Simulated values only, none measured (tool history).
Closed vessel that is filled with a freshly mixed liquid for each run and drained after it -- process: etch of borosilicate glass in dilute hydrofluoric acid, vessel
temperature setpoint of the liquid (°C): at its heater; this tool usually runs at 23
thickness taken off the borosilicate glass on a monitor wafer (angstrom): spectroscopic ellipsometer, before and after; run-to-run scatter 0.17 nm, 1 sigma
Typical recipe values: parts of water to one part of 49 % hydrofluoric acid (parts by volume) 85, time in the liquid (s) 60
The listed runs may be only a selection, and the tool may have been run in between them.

run	hour	temperature setpoint of the liquid (°C)	parts of water to one part of 49 % hydrofluoric acid (parts by volume)	time in the liquid (s)	wafers since the last listed run	hours since the thermometer was replaced	hours since the hydrofluoric acid flow meter was replaced	hours since the gauge calibration	read-back film thickness of the borosilicate glass reference wafer, read on the same gauge (nm)	thickness taken off the borosilicate glass on a monitor wafer (angstrom)
1	0	23	85	60	0	369.1	1452.1	330.5	50	249.4
2	51.9	23	85	60	5219	421	1504	382.4	49.99	248.1
3	96.7	23	85	60	4505	465.8	1548.8	427.2	50	241.7
4	161	23	85	60	6466	530.1	1613.1	491.5	50.03	243.6
5	195.4	23	85	60	3459	564.5	1647.5	525.9	50.01	241
6	232.4	23	85	60	3720	601.5	1684.5	562.9	50.01	240
# hour 245.7: thermometer replaced
7	262	23	85	60	2876	16.3	1714.1	592.5	49.99	253.2
8	325.4	23	85	60	6375	79.7	1777.5	655.9	50	253.8
9	367.3	23	85	60	4213	121.6	1819.4	697.8	49.99	249.9
10	402.8	23	85	60	3569	157.1	1854.9	733.3	49.99	251.6
# hour 478.2: gauge calibrated
11	578.4	23	85	60	17658	332.7	2030.5	100.2	50.01	245.3
12	614.2	23	65	75	3600	368.5	2066.3	136	49.99	410.6
# hour 665: hydrofluoric acid flow meter replaced
13	676.1	27.5	60	30	6124	430.4	11.1	197.9	49.99	231.4
14	706.8	23	120	45	3087	461.1	41.8	228.6	50	133.9
15	753.4	23	85	60	4686	507.7	88.4	275.2	49.99	259.7
16	793.1	23	85	60	3992	547.4	128.1	314.9	50.01	258.5
# hour 828.2: thermometer replaced
17	830.4	23	85	60	3650	2.2	165.4	352.2	49.99	273.8
18	884.8	23	70	60	5470	56.6	219.8	406.6	50.02	332.9
19	954.3	23	85	60	6988	126.1	289.3	476.1	49.99	268.5
20	987.5	27.5	115	30	3338	159.3	322.5	509.3	50	113.8
21	1050.6	27.5	85	45	6345	222.4	385.6	572.4	50.01	237.4
22	1093.7	25	125	35	4334	265.5	428.7	615.5	50.02	107.7

Had the tool no unlogged condition, and each run kept its random variation, what would the results have been?
The tool's hidden condition here consists of: liquid colder than its thermometer reads (K); hydrofluoric acid flow below the setpoint (%); gauge reads high (%).
run	thickness taken off the borosilicate glass on a monitor wafer (angstrom)
1	280.2
2	280.7
3	275.2
4	279.9
5	278.3
6	278.6
7	277.2
8	280.3
9	277.6
10	281
11	281
12	472
13	245
14	142.4
15	278.3
16	278.6
17	279.3
18	342.1
19	278.7
20	118.7
21	249.7
22	114
